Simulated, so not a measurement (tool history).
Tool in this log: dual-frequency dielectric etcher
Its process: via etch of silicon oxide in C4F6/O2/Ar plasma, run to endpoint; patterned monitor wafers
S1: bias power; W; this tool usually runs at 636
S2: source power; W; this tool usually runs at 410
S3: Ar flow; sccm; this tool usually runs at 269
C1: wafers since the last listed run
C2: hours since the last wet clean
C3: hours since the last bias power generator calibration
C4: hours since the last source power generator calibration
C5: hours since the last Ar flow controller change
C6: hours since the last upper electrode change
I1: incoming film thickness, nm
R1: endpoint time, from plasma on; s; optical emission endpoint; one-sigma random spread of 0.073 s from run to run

run    hour   S1   S2   S3    C1     C2      C3      C4      C5      C6     I1    R1
  1       0  519  490  269     0    618  3302.6  1761.5  1708.7  2160.2  129.3  24.9
  2    75.9  519  490  269   828  693.9  3378.5  1837.4  1784.6  2236.1    131  25.1
      135.1  -- wet clean of the chamber
  3   171.6  519  490  269   782   36.5  3474.2  1933.1  1880.3  2331.8    129  24.7
  4   220.4  636  410  269   532   85.3    3523  1981.9  1929.1  2380.6  130.7  24.3
  5   260.1  636  410  269   433    125  3562.7  2021.6  1968.8  2420.3  128.7    24
  6     362  636  410  269  1112  226.9  3664.6  2123.5  2070.7  2522.2  130.4  24.3
  7   457.8  636  410  269  1045  322.7  3760.4  2219.3  2166.5    2618  129.7  24.1
      509.8  -- bias power generator calibrated
  8   559.5  636  410  269  1066  424.4    49.7    2321  2268.2  2719.7  131.2  24.5
  9   644.9  636  410  240   932  509.8   135.1  2406.4  2353.6  2805.1  129.9  23.8
      830.5  -- wet clean of the chamber
 10     831  636  410  269  1769    0.5   321.2  2592.5  2539.7  2991.2  129.3    24
 11   871.9  563  460  211   446   41.4   362.1  2633.4  2580.6  3032.1  129.5    24
 12  1194.8  519  460  294  3523  364.3     685  2956.3  2903.5    3355  131.5  25.9
 13  1274.6  636  410  269   870  444.1   764.8  3036.1  2983.3  3434.8  128.8    24
 14  1320.9  636  410  269   505  490.4   811.1  3082.4  3029.6  3481.1  128.8    24
 15  1415.4  519  460  294  1031  584.9   905.6  3176.9  3124.1  3575.6  130.8  25.7
 16  1468.9  592  410  223   583  638.4   959.1  3230.4  3177.6  3629.1  129.4  24.4
       1499  -- Ar flow controller replaced
     1588.7  -- wet clean of the chamber
 17  1589.2  636  500  314   985    0.5  1079.4  3350.7    90.2  3749.4  131.4  23.5
     1659.5  -- source power generator calibrated
 18  1663.5  636  410  269   767   74.8  1153.7       4   164.5  3823.7  128.7    24
 19  1865.1  507  350  237  2200  276.4  1355.3   205.6   366.1  4025.3  130.5  27.4
     1897.5  -- upper electrode replaced
 20  1959.8  636  410  322   771  371.1    1450   300.3   460.8    62.3  129.7  24.6
 21  2020.2  636  440  269   659  431.5  1510.4   360.7   521.2   122.7  129.9  23.6
 22  2081.6  683  410  269   670  492.9  1571.8   422.1   582.6   184.1  130.7  23.7
 23  2172.2  636  410  269   988  583.5  1662.4   512.7   673.2   274.7  129.6  24.1
 24  2227.4  636  440  269   602  638.7  1717.6   567.9   728.4   329.9  129.4  23.7
 25  2293.2  636  410  269   718  704.5  1783.4   633.7   794.2   395.7  129.9  24.2
     2356.6  -- wet clean of the chamber
 26  2389.5  636  450  217   789   32.9  1879.7     730   890.5     492  130.4  23.1
 27  2535.4  735  450  269  1592  178.8  2025.6   875.9  1036.4   637.9  130.7  22.4
 28  2582.3  636  410  269   511  225.7  2072.5   922.8  1083.3   684.8  128.8  24.1
 29  2639.2  481  410  269   620  282.6  2129.4   979.7  1140.2   741.7  129.3  26.9
 30  2730.2  490  370  205   993  373.6  2220.4  1070.7  1231.2   832.7  129.5  26.8

Here are 3 independent what-if runs from the current tool condition. What would each one return?
  A  2730.6  636  410  269   4  374  2220.8  1071.1  1231.6  833.1  129.4   ?
  B  2730.6  699  440  325   4  374  2220.8  1071.1  1231.6  833.1  129.4   ?
  C  2730.6  636  410  325   4  374  2220.8  1071.1  1231.6  833.1  129.4   ?

run    R1
  A  24.1
  B  23.1
  C  24.5
Take away the tool's hidden state, keep each run's random variation, and the runs would have read:
run    R1
  A  24.1
  B  23.1
  C  24.5

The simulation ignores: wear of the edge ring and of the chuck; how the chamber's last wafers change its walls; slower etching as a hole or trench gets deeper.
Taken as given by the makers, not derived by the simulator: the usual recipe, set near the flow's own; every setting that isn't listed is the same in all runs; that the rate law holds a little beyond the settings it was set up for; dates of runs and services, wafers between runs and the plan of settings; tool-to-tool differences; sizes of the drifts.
